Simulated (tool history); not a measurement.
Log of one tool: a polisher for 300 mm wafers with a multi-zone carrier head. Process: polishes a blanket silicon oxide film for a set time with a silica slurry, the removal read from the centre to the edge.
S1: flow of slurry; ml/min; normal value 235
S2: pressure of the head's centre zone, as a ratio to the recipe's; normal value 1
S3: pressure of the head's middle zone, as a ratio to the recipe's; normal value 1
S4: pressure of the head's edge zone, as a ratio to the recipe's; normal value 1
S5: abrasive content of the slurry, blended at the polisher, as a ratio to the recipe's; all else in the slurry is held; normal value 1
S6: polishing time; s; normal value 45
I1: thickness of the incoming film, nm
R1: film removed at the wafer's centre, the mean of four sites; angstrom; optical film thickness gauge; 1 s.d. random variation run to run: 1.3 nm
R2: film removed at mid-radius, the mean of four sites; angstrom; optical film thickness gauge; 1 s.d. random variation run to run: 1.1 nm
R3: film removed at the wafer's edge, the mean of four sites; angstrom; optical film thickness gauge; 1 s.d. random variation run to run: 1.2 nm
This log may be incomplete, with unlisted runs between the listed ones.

| run | hour | S1 | S2 | S3 | S4 | S5 | S6 | I1 | R1 | R2 | R3 |
|---|---|---|---|---|---|---|---|---|---|---|---|
| 1 | 0 | 260 | 1 | 0.91 | 1 | 1 | 41 | 1667.6 | 879 | 839 | 932 |
|  | 5.2 | centre zone pressure recalibrated |
|  | 78.5 | carrier head's membrane replaced by a new one |
| 2 | 79 | 295 | 1 | 1 | 1 | 1 | 45 | 1665.2 | 1022 | 1012 | 1047 |
|  | 94 | edge zone pressure recalibrated |
|  | 114.5 | worn pad replaced by a new one |
| 3 | 131.3 | 265 | 1.08 | 0.89 | 1 | 0.75 | 45 | 1666.2 | 894 | 760 | 887 |
| 4 | 195 | 185 | 0.89 | 1.08 | 1 | 1 | 53 | 1644.4 | 1026 | 1219 | 1184 |
| 5 | 261.7 | 235 | 1 | 1.11 | 1.08 | 1 | 54 | 1654.7 | 1183 | 1287 | 1267 |
| 6 | 325 | 310 | 1.06 | 1 | 1 | 0.9 | 45 | 1691 | 993 | 967 | 998 |
| 7 | 421.4 | 235 | 1 | 1 | 1 | 1 | 45 | 1689.7 | 964 | 973 | 1029 |
| 8 | 457.4 | 235 | 1 | 1 | 1.09 | 1 | 45 | 1674.5 | 991 | 987 | 1058 |
|  | 487.9 | slurry nozzle cleaned |
| 9 | 507.2 | 235 | 1 | 1 | 1 | 1 | 45 | 1652.4 | 957 | 973 | 1038 |
| 10 | 610.9 | 235 | 1 | 1.1 | 0.89 | 0.7 | 52 | 1689.6 | 905 | 971 | 916 |
| 11 | 681.9 | 235 | 0.94 | 0.89 | 1.1 | 1 | 61 | 1652.3 | 1275 | 1208 | 1458 |
|  | 687.7 | centre zone pressure recalibrated |
| 12 | 753.8 | 235 | 1 | 1 | 1 | 1 | 45 | 1670.2 | 992 | 990 | 1011 |
| 13 | 793.2 | 235 | 1.11 | 1 | 1 | 1 | 45 | 1659.2 | 1070 | 986 | 1036 |
|  | 866.3 | worn pad replaced by a new one |
| 14 | 873.2 | 235 | 1 | 1 | 1 | 1 | 45 | 1638.8 | 978 | 963 | 1021 |
|  | 903.9 | edge zone pressure recalibrated |
| 15 | 940.5 | 235 | 1 | 1 | 1.04 | 1 | 45 | 1655.8 | 978 | 976 | 1062 |
| 16 | 1026.7 | 235 | 1 | 1 | 1 | 1.2 | 45 | 1646.9 | 1079 | 1072 | 1121 |
| 17 | 1078.4 | 235 | 1 | 1 | 0.88 | 1.15 | 45 | 1661.6 | 1028 | 1037 | 1049 |
|  | 1153.2 | slurry nozzle cleaned |
|  | 1191.8 | carrier head's membrane replaced by a new one |
| 18 | 1207.5 | 195 | 0.94 | 1.1 | 1 | 1 | 45 | 1655.1 | 895 | 1041 | 1003 |
| 19 | 1274.4 | 235 | 1 | 1 | 1 | 1 | 45 | 1675.7 | 943 | 981 | 1025 |
| 20 | 1370.2 | 235 | 1 | 1 | 1 | 1 | 45 | 1655.4 | 951 | 984 | 1012 |

Forecast each of these 5 alternatives for the next run:
| A | 1370.6 | 235 | 1 | 1 | 1 | 0.9 | 45 | 1666.1 | ? | ? | ? |
| B | 1370.6 | 235 | 1 | 1 | 1 | 0.8 | 45 | 1666.1 | ? | ? | ? |
| C | 1370.6 | 235 | 0.88 | 0.92 | 1 | 1 | 30 | 1666.1 | ? | ? | ? |
| D | 1370.6 | 215 | 1 | 1 | 0.94 | 1 | 58 | 1666.1 | ? | ? | ? |
| E | 1370.6 | 305 | 0.97 | 1 | 1 | 1.3 | 45 | 1666.1 | ? | ? | ? |

| run | R1 | R2 | R3 |
|---|---|---|---|
| A | 919 | 935 | 992 |
| B | 856 | 871 | 923 |
| C | 594 | 618 | 702 |
| D | 1243 | 1266 | 1311 |
| E | 1111 | 1152 | 1214 |
With the hidden condition removed and each run's random variation left untouched, the same runs would have given:
| run | R1 | R2 | R3 |
|---|---|---|---|
| A | 971 | 935 | 992 |
| B | 904 | 870 | 923 |
| C | 627 | 618 | 702 |
| D | 1313 | 1266 | 1311 |
| E | 1173 | 1152 | 1214 |
